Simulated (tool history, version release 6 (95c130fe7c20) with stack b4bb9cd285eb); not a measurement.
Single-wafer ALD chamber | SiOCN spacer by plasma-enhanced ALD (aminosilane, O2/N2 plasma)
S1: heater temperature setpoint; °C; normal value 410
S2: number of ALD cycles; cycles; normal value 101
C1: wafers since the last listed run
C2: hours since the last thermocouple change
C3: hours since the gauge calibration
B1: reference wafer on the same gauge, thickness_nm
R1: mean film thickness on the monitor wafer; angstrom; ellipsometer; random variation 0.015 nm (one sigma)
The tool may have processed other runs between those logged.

| run | hour | S1 | S2 | C1 | C2 | C3 | B1 | R1 |
|---|---|---|---|---|---|---|---|---|
| 1 | 0 | 410 | 105 | 0 | 1933.6 | 44.2 | 6.478 | 61.66 |
| 2 | 35.1 | 410 | 105 | 130 | 1968.7 | 79.3 | 6.475 | 61.51 |
| 3 | 58.8 | 410 | 105 | 88 | 1992.4 | 103 | 6.479 | 61.75 |
| 4 | 81.7 | 410 | 101 | 85 | 2015.3 | 125.9 | 6.478 | 59.15 |
| 5 | 108.1 | 410 | 101 | 98 | 2041.7 | 152.3 | 6.473 | 59.16 |
| 6 | 122.1 | 417 | 115 | 52 | 2055.7 | 166.3 | 6.477 | 65.9 |
| 7 | 142.3 | 410 | 114 | 75 | 2075.9 | 186.5 | 6.476 | 67.2 |
| 8 | 154.7 | 410 | 101 | 46 | 2088.3 | 198.9 | 6.475 | 59.39 |
| 9 | 183.5 | 410 | 101 | 107 | 2117.1 | 227.7 | 6.48 | 59 |
| 10 | 204.6 | 410 | 101 | 78 | 2138.2 | 248.8 | 6.472 | 59.42 |
| 11 | 236.8 | 410 | 105 | 119 | 2170.4 | 281 | 6.486 | 61.66 |
|  | 267.3 | thermocouple changed; heater temperature recalibrated |
| 12 | 267.8 | 417 | 115 | 85 | 0.5 | 312 | 6.484 | 66.28 |
| 13 | 283.6 | 422 | 87 | 58 | 16.3 | 327.8 | 6.481 | 49.41 |
| 14 | 303.5 | 403 | 88 | 74 | 36.2 | 347.7 | 6.48 | 52.97 |
| 15 | 327.6 | 402 | 82 | 89 | 60.3 | 371.8 | 6.47 | 49.47 |
| 16 | 355.5 | 417 | 95 | 103 | 88.2 | 399.7 | 6.47 | 54.63 |
| 17 | 381.9 | 418 | 112 | 98 | 114.6 | 426.1 | 6.477 | 64.32 |
|  | 383 | gauge calibrated |
| 18 | 412.5 | 422 | 109 | 113 | 145.2 | 29.5 | 6.477 | 61.79 |
| 19 | 433.5 | 419 | 114 | 78 | 166.2 | 50.5 | 6.474 | 65.26 |
| 20 | 454.1 | 398 | 81 | 76 | 186.8 | 71.1 | 6.486 | 49.2 |
| 21 | 482.1 | 410 | 101 | 104 | 214.8 | 99.1 | 6.478 | 59.37 |

Here are 5 independent what-if runs from the current tool condition. What would each one return?
| A | 482.7 | 410 | 94 | 2 | 215.4 | 99.7 | ? | ? |
| B | 482.7 | 403 | 86 | 2 | 215.4 | 99.7 | ? | ? |
| C | 482.7 | 397 | 82 | 2 | 215.4 | 99.7 | ? | ? |
| D | 482.7 | 400 | 81 | 2 | 215.4 | 99.7 | ? | ? |
| E | 482.7 | 414 | 94 | 2 | 215.4 | 99.7 | ? | ? |

| run | B1 | R1 |
|---|---|---|
| A | 6.482 | 55.16 |
| B | 6.482 | 51.57 |
| C | 6.482 | 49.61 |
| D | 6.482 | 49 |
| E | 6.482 | 54.47 |
With the hidden condition removed and each run's random variation left untouched, the same runs would have given:
| run | R1 |
|---|---|
| A | 55.16 |
| B | 51.57 |
| C | 49.61 |
| D | 49 |
| E | 54.47 |

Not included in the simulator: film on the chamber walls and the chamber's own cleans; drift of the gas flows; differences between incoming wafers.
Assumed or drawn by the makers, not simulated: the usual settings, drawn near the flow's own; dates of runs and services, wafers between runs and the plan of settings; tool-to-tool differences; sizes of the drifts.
